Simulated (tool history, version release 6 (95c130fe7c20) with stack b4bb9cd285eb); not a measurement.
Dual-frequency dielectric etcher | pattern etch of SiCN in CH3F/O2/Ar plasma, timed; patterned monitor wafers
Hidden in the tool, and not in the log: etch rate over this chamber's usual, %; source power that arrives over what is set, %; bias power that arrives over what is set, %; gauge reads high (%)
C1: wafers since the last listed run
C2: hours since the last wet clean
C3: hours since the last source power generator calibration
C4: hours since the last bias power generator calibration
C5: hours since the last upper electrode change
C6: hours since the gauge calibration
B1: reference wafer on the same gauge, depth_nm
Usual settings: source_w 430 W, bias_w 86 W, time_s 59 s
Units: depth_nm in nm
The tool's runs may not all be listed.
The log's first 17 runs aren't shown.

Run 18, hour 1293.9: usual settings but bias_w 78 W, time_s 66.5 s; C1 457; C2 94.8; C3 651.1; C4 1240.6; C5 539.7; C6 550.4; B1 19.9. Result: depth_nm 26.99 nm.
Run 19, hour 1367.4: usual settings but time_s 51 s; C1 872; C2 168.3; C3 724.6; C4 1314.1; C5 613.2; C6 623.9; B1 19.9. Result: depth_nm 21 nm.
At hour 1420.7: bias power generator calibrated.
Run 20, hour 1466.5: usual settings; C1 1128; C2 267.4; C3 823.7; C4 45.8; C5 712.3; C6 723; B1 19.92. Result: depth_nm 24.54 nm.
Run 21, hour 1568.3: usual settings but source_w 470 W, bias_w 98 W, time_s 49 s; C1 1207; C2 369.2; C3 925.5; C4 147.6; C5 814.1; C6 824.8; B1 19.91. Result: depth_nm 22 nm.
Run 22, hour 1641.1: usual settings but source_w 330 W, time_s 53.5 s; C1 863; C2 442; C3 998.3; C4 220.4; C5 886.9; C6 897.6; B1 19.89. Result: depth_nm 19.06 nm.
At hour 1740.1: wet clean of the chamber.
Run 23, hour 1740.6: usual settings but bias_w 69 W, time_s 67 s; C1 895; C2 0.5; C3 1097.8; C4 319.9; C5 986.4; C6 997.1; B1 19.9. Result: depth_nm 26.95 nm.
Run 24, hour 2019.7: usual settings; C1 3311; C2 279.6; C3 1376.9; C4 599; C5 1265.5; C6 1276.2; B1 19.9. Result: depth_nm 24.62 nm.
Run 25, hour 2065.7: usual settings but bias_w 65 W, time_s 52 s; C1 545; C2 325.6; C3 1422.9; C4 645; C5 1311.5; C6 1322.2; B1 19.9. Result: depth_nm 20.65 nm.
Run 26, hour 2107.6: usual settings but source_w 390 W, bias_w 66 W, time_s 49 s; C1 497; C2 367.5; C3 1464.8; C4 686.9; C5 1353.4; C6 1364.1; B1 19.9. Result: depth_nm 18.46 nm.

Forecast run 27:
Run 27, hour 2197.5: usual settings but source_w 380 W, bias_w 71 W, time_s 48 s; C1 1066; C2 457.4; C3 1554.7; C4 776.8; C5 1443.3; C6 1454; B1 ?. Result: depth_nm ?.

{"run 27": {"B1": 19.91, "depth_nm": 18.05}}
Without the tool's hidden state the same run would have given depth_nm 17.81 nm.
